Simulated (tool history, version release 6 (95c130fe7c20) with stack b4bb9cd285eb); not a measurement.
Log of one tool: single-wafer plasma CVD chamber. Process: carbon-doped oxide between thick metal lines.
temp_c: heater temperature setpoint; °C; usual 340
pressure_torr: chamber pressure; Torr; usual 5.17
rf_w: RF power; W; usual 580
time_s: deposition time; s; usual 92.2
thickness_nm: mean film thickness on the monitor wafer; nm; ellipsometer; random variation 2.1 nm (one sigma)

run    hour  temp_c  pressure_torr  rf_w  time_s  read-back reference wafer on the same gauge, thickness_nm  thickness_nm
  1       0     340           5.17   580    84.3                                                    442.181       449.859
  2    36.3     340           5.17   580    84.3                                                    441.083       446.884
  3    72.8     340           5.17   580    92.2                                                    441.095       489.816
  4   129.7     340           5.17   580    92.2                                                    440.537       488.004
  5   182.6     340           5.17   580    92.2                                                    439.927       485.837
  6   212.3     340           4.58   650    92.2                                                    439.934       505.082
  7   237.7     340           4.58   650    92.2                                                    438.928        508.88
  8   264.4     340            6.2   580    92.2                                                    439.144       494.925
  9   320.2     340           5.17   580    98.5                                                    438.616       519.414
      336.1  -- RF generator calibrated
 10   378.7     340           5.17   580    92.2                                                    437.365       485.389
 11     413     340           5.17   580    92.2                                                    437.317       484.569
      428.9  -- capacitance manometer re-zeroed and calibrated
 12     461     340           5.17   580    92.2                                                    436.523       485.429
 13   521.2     340           5.17   580    92.2                                                    437.116       484.091
      546.9  -- thermocouple changed; heater temperature recalibrated
 14   585.9     340           5.17   580    92.2                                                    436.203       484.734
 15     618     334           4.15   580   101.8                                                    435.571       523.895
 16   645.9     340           5.57   495   106.5                                                    435.317       524.793
 17   681.4     344           5.17   580    92.2                                                    434.434        477.91
 18   708.6     333           4.73   490    92.2                                                    434.755       451.488
 19   745.3     352           5.17   580    92.2                                                    433.342       465.685
 20   778.8     340           5.79   690    92.2                                                    433.922       533.214
      802.2  -- gauge calibrated
      813.2  -- showerhead replaced
 21   821.2     340           5.17   580    92.2                                                    448.121       499.675
 22   865.5     340           5.17   580    99.7                                                     447.27       538.273
 23     892     340           5.17   650    92.2                                                     446.28       517.461
 24   935.7     351           5.17   580    78.4                                                    445.955       409.414
 25   986.9     340           6.46   580    77.8                                                     445.29       429.394
 26  1035.2     340           5.17   580    92.2                                                    445.565       493.831
 27  1095.7     340           5.17   545   102.9                                                    443.647       536.948

5 ways to go on from here, each from the tool as it stands after run 27. What would each give?
  A  1096.1     340           4.37   580    92.2                                                          ?             ?
  B  1096.1     348           6.22   580   107.9                                                          ?             ?
  C  1096.1     327           5.17   580    92.2                                                          ?             ?
  D  1096.1     340           5.63   580   102.9                                                          ?             ?
  E  1096.1     340           6.01   505    92.2                                                          ?             ?

run  read-back reference wafer on the same gauge, thickness_nm  thickness_nm
  A                                                    444.213       481.121
  B                                                    444.213       577.225
  C                                                    444.213       509.639
  D                                                    444.213         555.3
  E                                                    444.213       470.584
Without the tool's hidden state the same runs would have given:
run  thickness_nm
  A       485.151
  B        582.06
  C       513.908
  D       559.952
  E       474.526
